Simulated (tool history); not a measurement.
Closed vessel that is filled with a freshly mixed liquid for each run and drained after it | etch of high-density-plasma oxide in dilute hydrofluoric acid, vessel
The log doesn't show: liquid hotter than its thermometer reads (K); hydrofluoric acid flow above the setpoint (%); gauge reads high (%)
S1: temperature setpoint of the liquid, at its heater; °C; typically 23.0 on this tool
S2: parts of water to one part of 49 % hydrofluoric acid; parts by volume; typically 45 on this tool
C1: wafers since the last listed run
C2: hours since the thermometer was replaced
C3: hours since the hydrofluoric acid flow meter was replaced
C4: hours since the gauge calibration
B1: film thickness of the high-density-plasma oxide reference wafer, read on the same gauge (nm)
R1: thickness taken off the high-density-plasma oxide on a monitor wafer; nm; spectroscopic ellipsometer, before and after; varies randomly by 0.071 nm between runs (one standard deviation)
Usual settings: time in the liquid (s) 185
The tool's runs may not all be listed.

{"run": 1, "hour": 0.0, "S1": 23.0, "S2": 45, "time in the liquid (s)": 185, "C1": 0, "C2": 1562.1, "C3": 266.0, "C4": 569.6, "B1": 150.0, "R1": 21.88}
{"run": 2, "hour": 75.4, "S1": 23.0, "S2": 45, "time in the liquid (s)": 185, "C1": 7413, "C2": 1637.5, "C3": 341.4, "C4": 645.0, "B1": 150.0, "R1": 21.91}
{"run": 3, "hour": 108.1, "S1": 23.0, "S2": 45, "time in the liquid (s)": 185, "C1": 3214, "C2": 1670.2, "C3": 374.1, "C4": 677.7, "B1": 150.0, "R1": 21.86}
{"run": 4, "hour": 131.6, "S1": 25.5, "S2": 55, "time in the liquid (s)": 185, "C1": 2310, "C2": 1693.7, "C3": 397.6, "C4": 701.2, "B1": 150.01, "R1": 19.68}
{"run": 5, "hour": 157.1, "S1": 25.5, "S2": 55, "time in the liquid (s)": 185, "C1": 2507, "C2": 1719.2, "C3": 423.1, "C4": 726.7, "B1": 149.96, "R1": 19.7}
{"run": 6, "hour": 185.7, "S1": 25.5, "S2": 55, "time in the liquid (s)": 185, "C1": 2811, "C2": 1747.8, "C3": 451.7, "C4": 755.3, "B1": 150.0, "R1": 19.64}
{"run": 7, "hour": 219.8, "S1": 23.0, "S2": 45, "time in the liquid (s)": 185, "C1": 3352, "C2": 1781.9, "C3": 485.8, "C4": 789.4, "B1": 149.99, "R1": 22.06}
{"run": 8, "hour": 307.7, "S1": 23.0, "S2": 45, "time in the liquid (s)": 185, "C1": 8641, "C2": 1869.8, "C3": 573.7, "C4": 877.3, "B1": 150.01, "R1": 22.2}
{"run": 9, "hour": 380.3, "S1": 23.0, "S2": 55, "time in the liquid (s)": 130, "C1": 7137, "C2": 1942.4, "C3": 646.3, "C4": 949.9, "B1": 149.99, "R1": 12.7}
{"run": 10, "hour": 394.1, "S1": 23.0, "S2": 55, "time in the liquid (s)": 130, "C1": 1356, "C2": 1956.2, "C3": 660.1, "C4": 963.7, "B1": 149.98, "R1": 12.63}
{"hour": 415.0, "done": "hydrofluoric acid flow meter replaced"}
{"run": 11, "hour": 421.3, "S1": 23.0, "S2": 55, "time in the liquid (s)": 130, "C1": 2575, "C2": 1983.4, "C3": 6.3, "C4": 990.9, "B1": 149.99, "R1": 12.24}
{"hour": 427.6, "done": "thermometer replaced"}
{"run": 12, "hour": 434.9, "S1": 23.0, "S2": 30, "time in the liquid (s)": 185, "C1": 1238, "C2": 7.3, "C3": 19.9, "C4": 1004.5, "B1": 150.03, "R1": 32.89}
{"run": 13, "hour": 461.2, "S1": 23.0, "S2": 30, "time in the liquid (s)": 185, "C1": 2585, "C2": 33.6, "C3": 46.2, "C4": 1030.8, "B1": 150.03, "R1": 32.95}
{"run": 14, "hour": 495.4, "S1": 23.0, "S2": 55, "time in the liquid (s)": 185, "C1": 3362, "C2": 67.8, "C3": 80.4, "C4": 1065.0, "B1": 150.01, "R1": 17.42}
{"run": 15, "hour": 517.9, "S1": 23.0, "S2": 55, "time in the liquid (s)": 225, "C1": 2212, "C2": 90.3, "C3": 102.9, "C4": 1087.5, "B1": 150.02, "R1": 21.35}
{"run": 16, "hour": 535.1, "S1": 27.0, "S2": 65, "time in the liquid (s)": 125, "C1": 1691, "C2": 107.5, "C3": 120.1, "C4": 1104.7, "B1": 150.03, "R1": 11.61}
{"hour": 549.0, "done": "gauge calibrated"}
{"run": 17, "hour": 566.6, "S1": 23.0, "S2": 45, "time in the liquid (s)": 185, "C1": 3096, "C2": 139.0, "C3": 151.6, "C4": 17.6, "B1": 150.0, "R1": 21.56}
{"run": 18, "hour": 589.5, "S1": 27.0, "S2": 60, "time in the liquid (s)": 185, "C1": 2251, "C2": 161.9, "C3": 174.5, "C4": 40.5, "B1": 149.96, "R1": 18.78}
{"run": 19, "hour": 603.8, "S1": 23.0, "S2": 45, "time in the liquid (s)": 85, "C1": 1405, "C2": 176.2, "C3": 188.8, "C4": 54.8, "B1": 150.0, "R1": 10.0}
{"run": 20, "hour": 638.8, "S1": 23.0, "S2": 55, "time in the liquid (s)": 130, "C1": 3441, "C2": 211.2, "C3": 223.8, "C4": 89.8, "B1": 149.99, "R1": 12.31}
{"run": 21, "hour": 655.3, "S1": 25.5, "S2": 55, "time in the liquid (s)": 185, "C1": 1622, "C2": 227.7, "C3": 240.3, "C4": 106.3, "B1": 150.01, "R1": 19.36}
{"run": 22, "hour": 748.1, "S1": 23.0, "S2": 45, "time in the liquid (s)": 185, "C1": 9123, "C2": 320.5, "C3": 333.1, "C4": 199.1, "B1": 150.01, "R1": 21.97}
{"run": 23, "hour": 766.3, "S1": 23.0, "S2": 45, "time in the liquid (s)": 100, "C1": 1789, "C2": 338.7, "C3": 351.3, "C4": 217.3, "B1": 149.99, "R1": 11.85}
{"run": 24, "hour": 830.8, "S1": 20.5, "S2": 55, "time in the liquid (s)": 290, "C1": 6341, "C2": 403.2, "C3": 415.8, "C4": 281.8, "B1": 150.01, "R1": 25.24}
{"run": 25, "hour": 858.8, "S1": 20.0, "S2": 35, "time in the liquid (s)": 185, "C1": 2752, "C2": 431.2, "C3": 443.8, "C4": 309.8, "B1": 149.98, "R1": 25.23}
{"run": 26, "hour": 872.0, "S1": 23.0, "S2": 45, "time in the liquid (s)": 265, "C1": 1297, "C2": 444.4, "C3": 457.0, "C4": 323.0, "B1": 149.99, "R1": 31.63}
{"run": 27, "hour": 891.0, "S1": 23.0, "S2": 45, "time in the liquid (s)": 185, "C1": 1868, "C2": 463.4, "C3": 476.0, "C4": 342.0, "B1": 150.0, "R1": 22.18}
{"run": 28, "hour": 908.4, "S1": 24.5, "S2": 30, "time in the liquid (s)": 220, "C1": 1710, "C2": 480.8, "C3": 493.4, "C4": 359.4, "B1": 149.98, "R1": 42.76}
{"run": 29, "hour": 929.2, "S1": 18.5, "S2": 50, "time in the liquid (s)": 185, "C1": 2044, "C2": 501.6, "C3": 514.2, "C4": 380.2, "B1": 149.99, "R1": 16.27}
{"run": 30, "hour": 956.7, "S1": 25.5, "S2": 65, "time in the liquid (s)": 285, "C1": 2703, "C2": 529.1, "C3": 541.7, "C4": 407.7, "B1": 149.98, "R1": 25.52}
{"run": 31, "hour": 977.0, "S1": 27.5, "S2": 45, "time in the liquid (s)": 185, "C1": 1995, "C2": 549.4, "C3": 562.0, "C4": 428.0, "B1": 149.98, "R1": 26.56}

Table of differences, measured result less the result of that run with no hidden state. Run-to-run variation is the same in both. Gauge scatter possibly is not:
run=1 R1=+0.36
run=2 R1=+0.44
run=3 R1=+0.48
run=4 R1=+0.45
run=5 R1=+0.48
run=6 R1=+0.51
run=7 R1=+0.60
run=8 R1=+0.70
run=9 R1=+0.45
run=10 R1=+0.46
run=11 R1=+0.01
run=12 R1=+0.04
run=13 R1=+0.09
run=14 R1=+0.08
run=15 R1=+0.12
run=16 R1=+0.08
run=17 R1=+0.18
run=18 R1=+0.18
run=19 R1=+0.10
run=20 R1=+0.14
run=21 R1=+0.25
run=22 R1=+0.38
run=23 R1=+0.22
run=24 R1=+0.54
run=25 R1=+0.56
run=26 R1=+0.74
run=27 R1=+0.55
run=28 R1=+1.07
run=29 R1=+0.43
run=30 R1=+0.72
run=31 R1=+0.76

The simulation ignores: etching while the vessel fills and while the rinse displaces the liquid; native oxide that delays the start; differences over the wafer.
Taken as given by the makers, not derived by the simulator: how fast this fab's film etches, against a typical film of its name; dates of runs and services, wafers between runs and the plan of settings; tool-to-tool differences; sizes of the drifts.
